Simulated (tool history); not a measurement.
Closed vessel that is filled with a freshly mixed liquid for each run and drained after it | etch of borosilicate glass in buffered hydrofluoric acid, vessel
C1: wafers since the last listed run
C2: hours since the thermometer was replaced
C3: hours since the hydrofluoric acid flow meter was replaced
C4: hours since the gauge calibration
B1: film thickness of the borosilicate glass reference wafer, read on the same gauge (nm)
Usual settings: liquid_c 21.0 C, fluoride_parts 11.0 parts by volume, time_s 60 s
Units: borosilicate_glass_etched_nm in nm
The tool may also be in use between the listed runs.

run 1 day=0.000 | liquid_c=17.5 fluoride_parts=11.0 time_s=60 | C1=0 C2=1273.8 C3=556.6 C4=328.2 | B1=100.02 | borosilicate_glass_etched_nm=43.73
run 2 day=0.421 | liquid_c=17.5 fluoride_parts=11.0 time_s=60 | C1=1252 C2=1283.9 C3=566.7 C4=338.3 | B1=99.99 | borosilicate_glass_etched_nm=43.88
run 3 day=1.167 | liquid_c=17.5 fluoride_parts=11.0 time_s=60 | C1=2219 C2=1301.8 C3=584.6 C4=356.2 | B1=99.98 | borosilicate_glass_etched_nm=43.44
run 4 day=1.825 | liquid_c=21.0 fluoride_parts=11.0 time_s=60 | C1=1958 C2=1317.6 C3=600.4 C4=372.0 | B1=100.02 | borosilicate_glass_etched_nm=52.81
run 5 day=2.112 | liquid_c=21.0 fluoride_parts=11.0 time_s=60 | C1=855 C2=1324.5 C3=607.3 C4=378.9 | B1=100.02 | borosilicate_glass_etched_nm=52.38
run 6 day=2.612 | liquid_c=21.0 fluoride_parts=11.0 time_s=60 | C1=1487 C2=1336.5 C3=619.3 C4=390.9 | B1=100.01 | borosilicate_glass_etched_nm=52.82
run 7 day=3.338 | liquid_c=23.5 fluoride_parts=11.0 time_s=60 | C1=2157 C2=1353.9 C3=636.7 C4=408.3 | B1=99.97 | borosilicate_glass_etched_nm=60.04
run 8 day=3.783 | liquid_c=21.0 fluoride_parts=11.0 time_s=80 | C1=1326 C2=1364.6 C3=647.4 C4=419.0 | B1=99.99 | borosilicate_glass_etched_nm=70.38
run 9 day=4.367 | liquid_c=21.0 fluoride_parts=11.0 time_s=80 | C1=1735 C2=1378.6 C3=661.4 C4=433.0 | B1=100.01 | borosilicate_glass_etched_nm=69.24
run 10 day=5.067 | liquid_c=21.0 fluoride_parts=11.0 time_s=80 | C1=2082 C2=1395.4 C3=678.2 C4=449.8 | B1=100.02 | borosilicate_glass_etched_nm=70.26
run 11 day=5.675 | liquid_c=17.5 fluoride_parts=6.5 time_s=80 | C1=1809 C2=1410.0 C3=692.8 C4=464.4 | B1=100.03 | borosilicate_glass_etched_nm=95.74
run 12 day=7.008 | liquid_c=21.0 fluoride_parts=11.0 time_s=60 | C1=3967 C2=1442.0 C3=724.8 C4=496.4 | B1=100.01 | borosilicate_glass_etched_nm=51.97
run 13 day=7.712 | liquid_c=17.0 fluoride_parts=11.0 time_s=45 | C1=2095 C2=1458.9 C3=741.7 C4=513.3 | B1=100.03 | borosilicate_glass_etched_nm=31.28
run 14 day=7.967 | liquid_c=21.0 fluoride_parts=11.0 time_s=60 | C1=756 C2=1465.0 C3=747.8 C4=519.4 | B1=100.01 | borosilicate_glass_etched_nm=51.71
run 15 day=8.654 | liquid_c=21.0 fluoride_parts=14.0 time_s=60 | C1=2045 C2=1481.5 C3=764.3 C4=535.9 | B1=100.00 | borosilicate_glass_etched_nm=40.90
-- day=9.050 thermometer replaced
run 16 day=9.283 | liquid_c=21.0 fluoride_parts=11.0 time_s=45 | C1=1747 C2=5.6 C3=779.4 C4=551.0 | B1=100.01 | borosilicate_glass_etched_nm=38.68
-- day=9.762 hydrofluoric acid flow meter replaced
run 17 day=9.842 | liquid_c=21.0 fluoride_parts=11.0 time_s=60 | C1=1537 C2=19.0 C3=1.9 C4=564.4 | B1=100.03 | borosilicate_glass_etched_nm=55.59
-- day=10.262 gauge calibrated
run 18 day=10.329 | liquid_c=21.0 fluoride_parts=7.0 time_s=85 | C1=1450 C2=30.7 C3=13.6 C4=1.6 | B1=99.98 | borosilicate_glass_etched_nm=124.05
run 19 day=10.779 | liquid_c=19.5 fluoride_parts=15.0 time_s=60 | C1=1338 C2=41.5 C3=24.4 C4=12.4 | B1=99.99 | borosilicate_glass_etched_nm=38.31
run 20 day=11.158 | liquid_c=23.0 fluoride_parts=12.5 time_s=80 | C1=1128 C2=50.6 C3=33.5 C4=21.5 | B1=100.01 | borosilicate_glass_etched_nm=73.71
run 21 day=11.888 | liquid_c=18.5 fluoride_parts=13.0 time_s=85 | C1=2169 C2=68.1 C3=51.0 C4=39.0 | B1=100.00 | borosilicate_glass_etched_nm=58.00
run 22 day=12.579 | liquid_c=21.0 fluoride_parts=11.0 time_s=60 | C1=2057 C2=84.7 C3=67.6 C4=55.6 | B1=100.01 | borosilicate_glass_etched_nm=55.57
run 23 day=13.321 | liquid_c=17.5 fluoride_parts=14.5 time_s=60 | C1=2206 C2=102.5 C3=85.4 C4=73.4 | B1=99.99 | borosilicate_glass_etched_nm=35.16
run 24 day=14.038 | liquid_c=25.5 fluoride_parts=11.0 time_s=60 | C1=2132 C2=119.7 C3=102.6 C4=90.6 | B1=100.01 | borosilicate_glass_etched_nm=70.72
run 25 day=14.383 | liquid_c=21.0 fluoride_parts=11.0 time_s=60 | C1=1028 C2=128.0 C3=110.9 C4=98.9 | B1=99.99 | borosilicate_glass_etched_nm=55.01
run 26 day=14.938 | liquid_c=21.0 fluoride_parts=11.0 time_s=60 | C1=1648 C2=141.3 C3=124.2 C4=112.2 | B1=100.00 | borosilicate_glass_etched_nm=55.31
run 27 day=15.496 | liquid_c=19.0 fluoride_parts=15.0 time_s=85 | C1=1661 C2=154.7 C3=137.6 C4=125.6 | B1=100.00 | borosilicate_glass_etched_nm=51.23
run 28 day=15.754 | liquid_c=21.0 fluoride_parts=7.5 time_s=60 | C1=768 C2=160.9 C3=143.8 C4=131.8 | B1=100.01 | borosilicate_glass_etched_nm=79.66
run 29 day=16.179 | liquid_c=21.0 fluoride_parts=14.0 time_s=60 | C1=1264 C2=171.1 C3=154.0 C4=142.0 | B1=100.02 | borosilicate_glass_etched_nm=43.27
run 30 day=16.604 | liquid_c=19.0 fluoride_parts=11.0 time_s=70 | C1=1264 C2=181.3 C3=164.2 C4=152.2 | B1=100.00 | borosilicate_glass_etched_nm=58.09
run 31 day=17.317 | liquid_c=21.0 fluoride_parts=8.5 time_s=70 | C1=2119 C2=198.4 C3=181.3 C4=169.3 | B1=100.02 | borosilicate_glass_etched_nm=79.24
run 32 day=17.762 | liquid_c=17.0 fluoride_parts=13.0 time_s=60 | C1=1326 C2=209.1 C3=192.0 C4=180.0 | B1=100.01 | borosilicate_glass_etched_nm=37.47
run 33 day=18.033 | liquid_c=18.5 fluoride_parts=9.0 time_s=60 | C1=805 C2=215.6 C3=198.5 C4=186.5 | B1=100.01 | borosilicate_glass_etched_nm=57.50
run 34 day=18.479 | liquid_c=22.5 fluoride_parts=13.0 time_s=60 | C1=1326 C2=226.3 C3=209.2 C4=197.2 | B1=99.99 | borosilicate_glass_etched_nm=50.43

3 ways to go on from here, each from the tool as it stands after run 34. What would each give?
run A day=18.508 | liquid_c=21.0 fluoride_parts=11.0 time_s=95 | C1=86 C2=227.0 C3=209.9 C4=197.9 | B1=? | borosilicate_glass_etched_nm=?
run B day=18.508 | liquid_c=18.5 fluoride_parts=14.5 time_s=80 | C1=86 C2=227.0 C3=209.9 C4=197.9 | B1=? | borosilicate_glass_etched_nm=?
run C day=18.508 | liquid_c=19.0 fluoride_parts=9.0 time_s=85 | C1=86 C2=227.0 C3=209.9 C4=197.9 | B1=? | borosilicate_glass_etched_nm=?

run=A B1=100.02 borosilicate_glass_etched_nm=87.97
run=B B1=100.02 borosilicate_glass_etched_nm=49.11
run=C B1=100.02 borosilicate_glass_etched_nm=83.57
Without the tool's hidden state the same runs would have given:
run=A borosilicate_glass_etched_nm=89.80
run=B borosilicate_glass_etched_nm=50.14
run=C borosilicate_glass_etched_nm=84.71
